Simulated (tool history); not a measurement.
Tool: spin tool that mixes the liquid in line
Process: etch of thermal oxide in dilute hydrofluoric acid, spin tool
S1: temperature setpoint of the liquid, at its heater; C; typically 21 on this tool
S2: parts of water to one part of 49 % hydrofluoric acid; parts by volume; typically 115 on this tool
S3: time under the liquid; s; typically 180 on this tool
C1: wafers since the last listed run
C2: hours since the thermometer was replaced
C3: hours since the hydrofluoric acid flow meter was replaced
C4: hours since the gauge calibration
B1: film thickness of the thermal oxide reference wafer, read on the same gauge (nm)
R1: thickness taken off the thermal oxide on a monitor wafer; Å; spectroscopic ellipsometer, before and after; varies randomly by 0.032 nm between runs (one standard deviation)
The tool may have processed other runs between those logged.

{"run": 1, "hour": 0.0, "S1": 21, "S2": 115, "S3": 180, "C1": 0, "C2": 1710.4, "C3": 398, "C4": 1099.7, "B1": 110.01, "R1": 61.2}
{"run": 2, "hour": 49.1, "S1": 21, "S2": 115, "S3": 180, "C1": 478, "C2": 1759.5, "C3": 447.1, "C4": 1148.8, "B1": 110.02, "R1": 60.9}
{"run": 3, "hour": 77.8, "S1": 21, "S2": 115, "S3": 95, "C1": 279, "C2": 1788.2, "C3": 475.8, "C4": 1177.5, "B1": 110.01, "R1": 32.1}
{"run": 4, "hour": 149.5, "S1": 24, "S2": 115, "S3": 180, "C1": 698, "C2": 1859.9, "C3": 547.5, "C4": 1249.2, "B1": 110, "R1": 68.5}
{"run": 5, "hour": 212.8, "S1": 21, "S2": 115, "S3": 180, "C1": 616, "C2": 1923.2, "C3": 610.8, "C4": 1312.5, "B1": 110, "R1": 60.5}
{"run": 6, "hour": 276.9, "S1": 21, "S2": 115, "S3": 180, "C1": 624, "C2": 1987.3, "C3": 674.9, "C4": 1376.6, "B1": 110.01, "R1": 60.5}
{"run": 7, "hour": 348.3, "S1": 21, "S2": 115, "S3": 180, "C1": 695, "C2": 2058.7, "C3": 746.3, "C4": 1448, "B1": 110.01, "R1": 60.2}
{"run": 8, "hour": 389.1, "S1": 21, "S2": 115, "S3": 180, "C1": 397, "C2": 2099.5, "C3": 787.1, "C4": 1488.8, "B1": 110.01, "R1": 60.6}
{"run": 9, "hour": 432.5, "S1": 21, "S2": 115, "S3": 180, "C1": 422, "C2": 2142.9, "C3": 830.5, "C4": 1532.2, "B1": 110, "R1": 60.6}
{"run": 10, "hour": 501.7, "S1": 21, "S2": 115, "S3": 180, "C1": 673, "C2": 2212.1, "C3": 899.7, "C4": 1601.4, "B1": 109.99, "R1": 60.2}
{"run": 11, "hour": 558.3, "S1": 21, "S2": 115, "S3": 180, "C1": 551, "C2": 2268.7, "C3": 956.3, "C4": 1658, "B1": 110, "R1": 59.8}
{"run": 12, "hour": 598.3, "S1": 21, "S2": 115, "S3": 180, "C1": 389, "C2": 2308.7, "C3": 996.3, "C4": 1698, "B1": 110, "R1": 59.9}
{"run": 13, "hour": 639.0, "S1": 21, "S2": 115, "S3": 180, "C1": 396, "C2": 2349.4, "C3": 1037, "C4": 1738.7, "B1": 110.02, "R1": 59.7}
{"run": 14, "hour": 676.9, "S1": 21, "S2": 115, "S3": 180, "C1": 369, "C2": 2387.3, "C3": 1074.9, "C4": 1776.6, "B1": 110, "R1": 59.5}
{"run": 15, "hour": 720.4, "S1": 21, "S2": 115, "S3": 180, "C1": 423, "C2": 2430.8, "C3": 1118.4, "C4": 1820.1, "B1": 110, "R1": 59.3}
{"hour": 753.1, "done": "hydrofluoric acid flow meter replaced"}
{"run": 16, "hour": 769.4, "S1": 21, "S2": 115, "S3": 180, "C1": 467, "C2": 2479.8, "C3": 16.3, "C4": 1869.1, "B1": 109.99, "R1": 59.7}
{"run": 17, "hour": 809.9, "S1": 21, "S2": 115, "S3": 180, "C1": 394, "C2": 2520.3, "C3": 56.8, "C4": 1909.6, "B1": 110.01, "R1": 58.7}
{"hour": 814.8, "done": "gauge calibrated"}
{"run": 18, "hour": 866.2, "S1": 21, "S2": 65, "S3": 265, "C1": 548, "C2": 2576.6, "C3": 113.1, "C4": 51.4, "B1": 109.99, "R1": 163.6}
{"run": 19, "hour": 914.8, "S1": 21, "S2": 115, "S3": 180, "C1": 473, "C2": 2625.2, "C3": 161.7, "C4": 100, "B1": 110, "R1": 59.7}
{"run": 20, "hour": 968.1, "S1": 21, "S2": 115, "S3": 115, "C1": 519, "C2": 2678.5, "C3": 215, "C4": 153.3, "B1": 110, "R1": 37.5}
{"hour": 988.3, "done": "thermometer replaced"}
{"run": 21, "hour": 1007.8, "S1": 21, "S2": 115, "S3": 180, "C1": 376, "C2": 19.5, "C3": 254.7, "C4": 193, "B1": 109.99, "R1": 65.4}
{"run": 22, "hour": 1071.7, "S1": 19, "S2": 60, "S3": 105, "C1": 622, "C2": 83.4, "C3": 318.6, "C4": 256.9, "B1": 110.01, "R1": 71.3}
{"run": 23, "hour": 1103.5, "S1": 17, "S2": 85, "S3": 180, "C1": 309, "C2": 115.2, "C3": 350.4, "C4": 288.7, "B1": 110.02, "R1": 77.2}
{"run": 24, "hour": 1141.5, "S1": 21, "S2": 115, "S3": 180, "C1": 370, "C2": 153.2, "C3": 388.4, "C4": 326.7, "B1": 109.98, "R1": 65.2}
{"run": 25, "hour": 1194.8, "S1": 21, "S2": 65, "S3": 285, "C1": 519, "C2": 206.5, "C3": 441.7, "C4": 380, "B1": 109.99, "R1": 191.5}
{"run": 26, "hour": 1253.3, "S1": 21, "S2": 175, "S3": 100, "C1": 569, "C2": 265, "C3": 500.2, "C4": 438.5, "B1": 109.99, "R1": 22.1}
{"run": 27, "hour": 1305.7, "S1": 19.5, "S2": 55, "S3": 210, "C1": 510, "C2": 317.4, "C3": 552.6, "C4": 490.9, "B1": 110, "R1": 158.7}
{"run": 28, "hour": 1348.2, "S1": 21, "S2": 115, "S3": 280, "C1": 413, "C2": 359.9, "C3": 595.1, "C4": 533.4, "B1": 110, "R1": 99.6}
{"run": 29, "hour": 1413.5, "S1": 22.5, "S2": 160, "S3": 110, "C1": 635, "C2": 425.2, "C3": 660.4, "C4": 598.7, "B1": 110.01, "R1": 28.5}
{"run": 30, "hour": 1477.6, "S1": 21, "S2": 155, "S3": 240, "C1": 624, "C2": 489.3, "C3": 724.5, "C4": 662.8, "B1": 110, "R1": 61.1}
{"run": 31, "hour": 1547.0, "S1": 19, "S2": 115, "S3": 180, "C1": 675, "C2": 558.7, "C3": 793.9, "C4": 732.2, "B1": 110.03, "R1": 59.2}
{"run": 32, "hour": 1577.4, "S1": 21, "S2": 115, "S3": 75, "C1": 296, "C2": 589.1, "C3": 824.3, "C4": 762.6, "B1": 109.99, "R1": 26.4}
{"run": 33, "hour": 1636.6, "S1": 17.5, "S2": 95, "S3": 275, "C1": 576, "C2": 648.3, "C3": 883.5, "C4": 821.8, "B1": 110.02, "R1": 103.4}
{"run": 34, "hour": 1661.9, "S1": 19.5, "S2": 130, "S3": 240, "C1": 246, "C2": 673.6, "C3": 908.8, "C4": 847.1, "B1": 110, "R1": 69.8}

A few steps of R1 between consecutive runs. Split each: what settings, incoming material and random variation would produce without the hidden state, and what is left over for the hidden state, along with gauge scatter present in only one of the two compared results (measured, and without hidden state):
Hidden conditions of the tool in this case: liquid colder than its thermometer reads (K); hydrofluoric acid flow above the setpoint (%); gauge reads high (%).
Run 17 -> 18: S2 115 -> 65, S3 180 -> 265, gauge calibrated. R1 +104.9 Å: hidden state -12.4, all else +117.3.
Run 18 -> 19: S2 65 -> 115, S3 265 -> 180. R1 -103.9 Å: hidden state +12, all else -115.9.
Run 20 -> 21: S3 115 -> 180, thermometer replaced. R1 +27.9 Å: hidden state +3.6, all else +24.3.
Run 24 -> 25: S2 115 -> 65, S3 180 -> 285. R1 +126.3 Å: hidden state -2.4, all else +128.7.
Run 25 -> 26: S2 65 -> 175, S3 285 -> 100. R1 -169.4 Å: hidden state +3, all else -172.4.
Run 26 -> 27: S1 21 -> 19.5, S2 175 -> 55, S3 100 -> 210. R1 +136.6 Å: hidden state -3.2, all else +139.8.
